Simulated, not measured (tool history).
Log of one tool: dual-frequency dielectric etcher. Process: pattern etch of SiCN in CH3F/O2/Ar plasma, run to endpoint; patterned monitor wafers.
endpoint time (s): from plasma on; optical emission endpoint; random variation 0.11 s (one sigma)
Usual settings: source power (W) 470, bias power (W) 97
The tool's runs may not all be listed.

run	hour	source power (W)	bias power (W)	incoming incoming film thickness, nm	endpoint time (s)
1	0	470	97	9.43	20.5
2	34.3	470	97	9.34	20.3
3	70.2	470	97	9.37	20.7
4	108.6	470	79	9.42	22.5
5	174.7	470	79	9.45	22.7
6	200.4	430	115	9.29	19.7
7	250.1	430	97	9.4	21.6
# hour 289.2: bias power generator calibrated
# hour 301.1: upper electrode replaced
8	303.2	470	97	9.42	21.2
# hour 326.9: source power generator calibrated
9	369.9	510	115	9.46	19.2
10	437.6	380	113	9.46	21.6
# hour 487.5: wet clean of the chamber
11	490.7	410	97	9.4	21.2
12	521.6	420	83	9.38	22.6
13	558	470	97	9.4	20.4
14	593.3	400	115	9.45	20.4
15	642	520	118	9.47	18.4
16	737.7	550	97	9.36	19.5

The same runs without the tool's hidden state, with the same run-to-run variation:
The hidden state here: etch rate over this chamber's usual, %; source power that arrives over what is set, %; bias power that arrives over what is set, %.
run	endpoint time (s)
1	20.4
2	20.1
3	20.5
4	22.2
5	22.2
6	19.3
7	21
8	20.6
9	18.6
10	20.8
11	21.4
12	22.7
13	20.4
14	20.4
15	18.3
16	19.3
